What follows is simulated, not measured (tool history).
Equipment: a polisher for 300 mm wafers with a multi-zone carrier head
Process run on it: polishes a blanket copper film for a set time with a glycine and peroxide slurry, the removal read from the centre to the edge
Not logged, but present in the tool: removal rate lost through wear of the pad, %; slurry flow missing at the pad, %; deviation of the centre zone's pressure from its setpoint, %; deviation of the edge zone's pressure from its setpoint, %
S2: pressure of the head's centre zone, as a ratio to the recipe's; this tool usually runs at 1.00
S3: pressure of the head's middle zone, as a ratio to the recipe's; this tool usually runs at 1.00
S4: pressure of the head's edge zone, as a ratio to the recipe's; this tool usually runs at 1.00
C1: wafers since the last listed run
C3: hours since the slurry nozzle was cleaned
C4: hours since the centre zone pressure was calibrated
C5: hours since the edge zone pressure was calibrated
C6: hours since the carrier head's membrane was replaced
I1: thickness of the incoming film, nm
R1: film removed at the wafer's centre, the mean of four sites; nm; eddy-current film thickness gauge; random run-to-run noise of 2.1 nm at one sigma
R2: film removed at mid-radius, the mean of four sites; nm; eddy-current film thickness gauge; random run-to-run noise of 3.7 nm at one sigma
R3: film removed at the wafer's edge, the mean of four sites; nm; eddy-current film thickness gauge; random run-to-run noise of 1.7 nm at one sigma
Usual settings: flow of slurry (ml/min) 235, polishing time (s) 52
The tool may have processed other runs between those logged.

run 1 hour=0.0 | flow_of_slurry_(ml/min)=235 S2=1.00 S3=1.00 S4=0.92 polishing_time_(s)=69 | C1=0 wafers_polished_on_this_pad=2094 C3=161.1 C4=256.4 C5=33.9 C6=642.0 | I1=2314.8 | R1=318.2 R2=328.4 R3=318.8
run 2 hour=47.6 | flow_of_slurry_(ml/min)=205 S2=0.90 S3=1.07 S4=1.00 polishing_time_(s)=38 | C1=471 wafers_polished_on_this_pad=2566 C3=208.7 C4=304.0 C5=81.5 C6=689.6 | I1=2389.4 | R1=152.6 R2=189.7 R3=175.6
-- hour=97.2 carrier head's membrane replaced by a new one
run 3 hour=98.4 | flow_of_slurry_(ml/min)=200 S2=1.00 S3=0.93 S4=1.00 polishing_time_(s)=59 | C1=453 wafers_polished_on_this_pad=3020 C3=259.5 C4=354.8 C5=132.3 C6=1.2 | I1=2355.9 | R1=264.9 R2=266.6 R3=278.6
run 4 hour=158.3 | flow_of_slurry_(ml/min)=290 S2=1.00 S3=0.91 S4=1.08 polishing_time_(s)=62 | C1=593 wafers_polished_on_this_pad=3613 C3=319.4 C4=414.7 C5=192.2 C6=61.1 | I1=2351.3 | R1=293.2 R2=283.5 R3=316.9
-- hour=195.4 worn pad replaced by a new one
run 5 hour=205.7 | flow_of_slurry_(ml/min)=290 S2=1.00 S3=1.08 S4=1.08 polishing_time_(s)=57 | C1=429 wafers_polished_on_this_pad=102 C3=366.8 C4=462.1 C5=239.6 C6=108.5 | I1=2375.5 | R1=269.9 R2=292.5 R3=285.9
-- hour=208.1 slurry nozzle cleaned
run 6 hour=233.6 | flow_of_slurry_(ml/min)=235 S2=0.92 S3=0.90 S4=1.00 polishing_time_(s)=39 | C1=266 wafers_polished_on_this_pad=368 C3=25.5 C4=490.0 C5=267.5 C6=136.4 | I1=2350.6 | R1=162.6 R2=170.5 R3=184.6
run 7 hour=293.4 | flow_of_slurry_(ml/min)=175 S2=1.00 S3=1.00 S4=0.95 polishing_time_(s)=52 | C1=592 wafers_polished_on_this_pad=961 C3=85.3 C4=549.8 C5=327.3 C6=196.2 | I1=2368.4 | R1=226.1 R2=231.8 R3=235.4
run 8 hour=342.7 | flow_of_slurry_(ml/min)=235 S2=1.00 S3=1.00 S4=1.00 polishing_time_(s)=34 | C1=488 wafers_polished_on_this_pad=1449 C3=134.6 C4=599.1 C5=376.6 C6=245.5 | I1=2360.6 | R1=155.3 R2=161.1 R3=162.3
run 9 hour=382.9 | flow_of_slurry_(ml/min)=210 S2=0.92 S3=1.00 S4=0.95 polishing_time_(s)=52 | C1=398 wafers_polished_on_this_pad=1847 C3=174.8 C4=639.3 C5=416.8 C6=285.7 | I1=2357.3 | R1=214.0 R2=248.5 R3=241.1
run 10 hour=443.3 | flow_of_slurry_(ml/min)=235 S2=1.10 S3=1.00 S4=0.93 polishing_time_(s)=44 | C1=598 wafers_polished_on_this_pad=2446 C3=235.2 C4=699.7 C5=477.2 C6=346.1 | I1=2329.8 | R1=220.4 R2=213.5 R3=201.3
run 11 hour=472.3 | flow_of_slurry_(ml/min)=235 S2=1.09 S3=1.11 S4=0.89 polishing_time_(s)=38 | C1=287 wafers_polished_on_this_pad=2733 C3=264.2 C4=728.7 C5=506.2 C6=375.1 | I1=2346.0 | R1=187.7 R2=195.3 R3=171.4
-- hour=503.1 edge zone pressure recalibrated
run 12 hour=538.3 | flow_of_slurry_(ml/min)=235 S2=1.00 S3=1.00 S4=1.00 polishing_time_(s)=70 | C1=634 wafers_polished_on_this_pad=3367 C3=330.2 C4=794.7 C5=35.2 C6=441.1 | I1=2305.3 | R1=317.7 R2=331.9 R3=333.5
run 13 hour=576.9 | flow_of_slurry_(ml/min)=290 S2=1.06 S3=1.12 S4=1.00 polishing_time_(s)=61 | C1=382 wafers_polished_on_this_pad=3749 C3=368.8 C4=833.3 C5=73.8 C6=479.7 | I1=2313.9 | R1=298.4 R2=328.9 R3=296.1
-- hour=595.1 worn pad replaced by a new one
-- hour=636.4 slurry nozzle cleaned
run 14 hour=642.2 | flow_of_slurry_(ml/min)=285 S2=1.11 S3=1.00 S4=0.88 polishing_time_(s)=69 | C1=597 wafers_polished_on_this_pad=457 C3=5.8 C4=898.6 C5=139.1 C6=545.0 | I1=2350.3 | R1=351.5 R2=329.1 R3=317.5
run 15 hour=708.7 | flow_of_slurry_(ml/min)=235 S2=1.00 S3=1.00 S4=1.00 polishing_time_(s)=52 | C1=658 wafers_polished_on_this_pad=1115 C3=72.3 C4=965.1 C5=205.6 C6=611.5 | I1=2358.0 | R1=234.7 R2=246.9 R3=252.6
-- hour=749.7 carrier head's membrane replaced by a new one
run 16 hour=750.2 | flow_of_slurry_(ml/min)=160 S2=0.93 S3=1.00 S4=1.08 polishing_time_(s)=52 | C1=361 wafers_polished_on_this_pad=1477 C3=113.8 C4=1006.6 C5=247.1 C6=0.5 | I1=2370.4 | R1=196.2 R2=233.7 R3=248.4
run 17 hour=787.4 | flow_of_slurry_(ml/min)=295 S2=1.00 S3=1.00 S4=1.00 polishing_time_(s)=52 | C1=368 wafers_polished_on_this_pad=1845 C3=151.0 C4=1043.8 C5=284.3 C6=37.7 | I1=2375.2 | R1=237.8 R2=257.8 R3=251.4
run 18 hour=846.9 | flow_of_slurry_(ml/min)=235 S2=1.00 S3=1.00 S4=1.00 polishing_time_(s)=52 | C1=589 wafers_polished_on_this_pad=2435 C3=210.5 C4=1103.3 C5=343.8 C6=97.2 | I1=2356.9 | R1=226.1 R2=250.4 R3=248.4
run 19 hour=917.3 | flow_of_slurry_(ml/min)=165 S2=1.00 S3=0.91 S4=1.09 polishing_time_(s)=66 | C1=697 wafers_polished_on_this_pad=3132 C3=280.9 C4=1173.7 C5=414.2 C6=167.6 | I1=2374.5 | R1=267.4 R2=276.5 R3=315.6
run 20 hour=989.1 | flow_of_slurry_(ml/min)=235 S2=1.00 S3=1.00 S4=1.00 polishing_time_(s)=52 | C1=711 wafers_polished_on_this_pad=3844 C3=352.7 C4=1245.5 C5=486.0 C6=239.4 | I1=2335.6 | R1=222.9 R2=251.2 R3=250.1
-- hour=994.2 worn pad replaced by a new one
-- hour=1004.9 slurry nozzle cleaned
run 21 hour=1016.7 | flow_of_slurry_(ml/min)=290 S2=1.11 S3=1.00 S4=1.09 polishing_time_(s)=58 | C1=223 wafers_polished_on_this_pad=213 C3=11.8 C4=1273.1 C5=513.6 C6=267.0 | I1=2325.5 | R1=286.5 R2=278.6 R3=294.4

Below are 5 alternative next runs, each starting from the tool's condition after run 21. Predict each:
run A hour=1017.1 | flow_of_slurry_(ml/min)=235 S2=1.00 S3=1.00 S4=1.00 polishing_time_(s)=35 | C1=3 wafers_polished_on_this_pad=217 C3=12.2 C4=1273.5 C5=514.0 C6=267.4 | I1=2382.8 | R1=? R2=? R3=?
run B hour=1017.1 | flow_of_slurry_(ml/min)=235 S2=0.92 S3=0.92 S4=1.00 polishing_time_(s)=59 | C1=3 wafers_polished_on_this_pad=217 C3=12.2 C4=1273.5 C5=514.0 C6=267.4 | I1=2382.8 | R1=? R2=? R3=?
run C hour=1017.1 | flow_of_slurry_(ml/min)=235 S2=1.05 S3=1.00 S4=1.00 polishing_time_(s)=67 | C1=3 wafers_polished_on_this_pad=217 C3=12.2 C4=1273.5 C5=514.0 C6=267.4 | I1=2382.8 | R1=? R2=? R3=?
run D hour=1017.1 | flow_of_slurry_(ml/min)=315 S2=1.00 S3=1.00 S4=1.05 polishing_time_(s)=52 | C1=3 wafers_polished_on_this_pad=217 C3=12.2 C4=1273.5 C5=514.0 C6=267.4 | I1=2382.8 | R1=? R2=? R3=?
run E hour=1017.1 | flow_of_slurry_(ml/min)=310 S2=1.00 S3=0.92 S4=1.05 polishing_time_(s)=70 | C1=3 wafers_polished_on_this_pad=217 C3=12.2 C4=1273.5 C5=514.0 C6=267.4 | I1=2382.8 | R1=? R2=? R3=?

run=A R1=150.0 R2=169.7 R3=168.2
run=B R1=232.2 R2=270.0 R3=283.7
run=C R1=301.7 R2=324.8 R3=321.9
run=D R1=231.3 R2=260.8 R3=262.5
run=E R1=310.7 R2=330.6 R3=353.3
Take away the tool's hidden state, keep each run's random variation, and the runs would have read:
run=A R1=162.2 R2=169.7 R3=168.2
run=B R1=251.2 R2=269.9 R3=283.7
run=C R1=326.1 R2=324.7 R3=321.9
run=D R1=250.1 R2=260.7 R3=262.5
run=E R1=336.0 R2=330.5 R3=353.3
